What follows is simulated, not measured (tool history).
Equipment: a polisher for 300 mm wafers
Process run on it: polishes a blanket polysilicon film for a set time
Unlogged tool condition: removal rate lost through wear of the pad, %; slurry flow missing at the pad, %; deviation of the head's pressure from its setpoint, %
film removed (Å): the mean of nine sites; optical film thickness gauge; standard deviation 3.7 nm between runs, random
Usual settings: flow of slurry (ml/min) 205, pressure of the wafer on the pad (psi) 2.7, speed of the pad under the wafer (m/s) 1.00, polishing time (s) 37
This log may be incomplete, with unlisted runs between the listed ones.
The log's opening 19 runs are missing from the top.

run,day,flow of slurry (ml/min),pressure of the wafer on the pad (psi),speed of the pad under the wafer (m/s),polishing time (s),wafers since the last listed run,wafers polished on this pad,hours since the slurry nozzle was cleaned,hours since the head pressure was calibrated,"incoming thickness of the incoming film, nm",film removed (Å)
20,10.917,225,2.7,1.00,37,196,276,82.9,48.9,1971.0,2779
21,11.488,205,3.3,1.00,37,157,433,96.6,62.6,1971.1,3201
22,11.779,160,2.7,1.00,37,80,514,103.6,69.6,1958.0,2545
23,12.142,170,3.3,1.00,37,100,614,112.3,78.3,1996.5,3064
24,12.450,175,3.4,0.86,37,85,699,119.7,85.7,1961.8,2683
25,13.129,205,2.7,1.00,37,187,887,136.0,102.0,1990.5,2459
# day 13.717: worn pad replaced by a new one
26,13.871,205,3.5,1.32,44,158,42,153.8,119.8,1958.8,5705
27,14.221,270,2.0,1.26,46,96,139,162.2,128.2,1963.5,3372
28,14.958,205,2.7,1.36,37,203,342,179.9,145.9,1970.2,3740
29,15.792,205,2.7,1.00,37,230,572,199.9,165.9,1989.5,2645
30,16.712,225,3.4,1.24,30,254,827,222.0,188.0,1971.7,3228
31,17.112,205,2.4,1.00,43,110,937,231.6,197.6,1987.6,2541

Forecast each of these 3 alternatives for the next run:
A,17.129,205,2.7,1.00,37,4,942,232.0,198.0,1975.6,?
B,17.129,250,2.7,0.88,32,4,942,232.0,198.0,1975.6,?
C,17.129,205,2.7,0.70,37,4,942,232.0,198.0,1975.6,?

run,film removed (Å)
A,2509
B,1953
C,1756
Without the tool's unlogged condition, the same runs would have read:
run,film removed (Å)
A,2860
B,2226
C,2002

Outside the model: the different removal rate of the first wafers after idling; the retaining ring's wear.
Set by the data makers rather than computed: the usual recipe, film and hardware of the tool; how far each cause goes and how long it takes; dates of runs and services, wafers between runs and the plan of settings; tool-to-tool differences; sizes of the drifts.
